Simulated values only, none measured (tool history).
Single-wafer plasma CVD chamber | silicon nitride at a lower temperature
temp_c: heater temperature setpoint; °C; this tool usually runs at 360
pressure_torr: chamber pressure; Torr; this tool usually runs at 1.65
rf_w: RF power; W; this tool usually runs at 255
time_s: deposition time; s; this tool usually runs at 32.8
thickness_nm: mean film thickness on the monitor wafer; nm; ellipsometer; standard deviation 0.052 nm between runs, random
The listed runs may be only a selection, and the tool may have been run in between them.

run	hour	temp_c	pressure_torr	rf_w	time_s	read-back reference wafer on the same gauge, thickness_nm	thickness_nm
1	0.0	360	1.65	255	32.8	38.001	34.159
2	32.4	351	1.65	255	28.2	37.991	29.379
3	63.4	351	1.65	255	28.2	38.002	29.489
4	82.7	351	1.65	255	28.2	37.989	29.574
5	112.0	360	1.65	255	32.8	38.010	34.182
6	144.3	360	1.65	255	32.8	38.016	34.235
# hour 163.7: thermocouple changed; heater temperature recalibrated
# hour 172.8: RF generator calibrated
7	173.3	360	1.65	255	30.8	37.998	31.527
8	193.0	368	1.65	255	32.8	37.997	33.419
9	215.6	360	1.65	255	30.8	38.003	31.412
# hour 229.7: capacitance manometer re-zeroed and calibrated
# hour 243.9: gauge calibrated
# hour 247.1: RF generator calibrated, repeated, since the last time left the tool worse
10	247.6	351	1.65	255	32.8	37.997	35.023
11	267.2	360	1.43	255	29.0	38.001	29.574
# hour 280.3: showerhead replaced
12	311.0	360	1.28	240	27.9	38.006	26.813
13	343.7	360	2.02	255	32.8	37.999	36.757
14	360.8	351	1.65	280	29.4	38.017	32.564

Had the tool no unlogged condition, and each run kept its random variation, what would the results have been?
The hidden state here: wafer temperature above the value expected at the setpoint (K); delivered RF power above the setpoint (%); true pressure above the setpoint (%); gauge reads high (%).
run	thickness_nm
1	34.966
2	30.075
3	30.189
4	30.277
5	34.997
6	35.053
7	32.938
8	34.939
9	32.866
10	35.090
11	29.650
12	26.919
13	36.939
14	32.741

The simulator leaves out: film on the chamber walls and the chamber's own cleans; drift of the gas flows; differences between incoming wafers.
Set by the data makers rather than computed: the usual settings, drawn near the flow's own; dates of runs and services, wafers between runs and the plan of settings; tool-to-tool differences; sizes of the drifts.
